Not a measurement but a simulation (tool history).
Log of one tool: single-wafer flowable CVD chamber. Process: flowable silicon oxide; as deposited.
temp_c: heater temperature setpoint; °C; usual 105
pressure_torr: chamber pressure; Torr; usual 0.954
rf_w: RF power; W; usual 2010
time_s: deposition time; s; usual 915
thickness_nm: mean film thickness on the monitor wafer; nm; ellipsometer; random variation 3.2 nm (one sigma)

run,hour,temp_c,pressure_torr,rf_w,time_s,"read-back reference wafer on the same gauge, thickness_nm",thickness_nm
1,0.0,96,0.954,2010,915,690.987,857.495
2,31.5,96,0.954,2010,915,693.077,868.431
3,62.6,96,0.954,2010,915,689.574,873.318
4,88.9,105,0.954,2010,915,690.188,616.138
5,111.6,105,0.954,2010,915,691.362,626.013
6,127.8,116,0.954,2010,915,691.757,417.054
# hour 165.1: RF generator calibrated
# hour 172.8: thermocouple changed; heater temperature recalibrated
7,173.3,116,0.954,2010,915,691.360,359.397
8,183.5,105,0.954,2010,915,691.429,530.460
9,197.5,112,0.954,2010,983,692.339,438.503
10,211.6,105,0.757,2010,777,692.175,356.977
# hour 221.6: capacitance manometer re-zeroed and calibrated
# hour 241.2: thermocouple changed; heater temperature recalibrated, repeated, since the last time left the tool worse
# hour 259.9: gauge calibrated
# hour 270.3: showerhead replaced
11,281.2,105,1.075,2010,915,692.315,666.002
12,312.8,105,0.954,2010,915,693.379,592.480
13,342.8,91,1.031,1670,963,692.138,1101.322
14,371.4,92,0.821,2280,915,692.550,842.602
15,389.5,118,0.954,2010,915,692.201,365.500

Forecast each of these 3 alternatives for the next run:
A,390.2,105,0.954,2010,755,?,?
B,390.2,98,1.162,2165,970,?,?
C,390.2,105,0.954,1690,915,?,?

run,"read-back reference wafer on the same gauge, thickness_nm",thickness_nm
A,692.257,487.774
B,692.257,1000.366
C,692.257,575.954
Without the tool's hidden state the same runs would have given:
run,thickness_nm
A,485.441
B,995.656
C,573.199
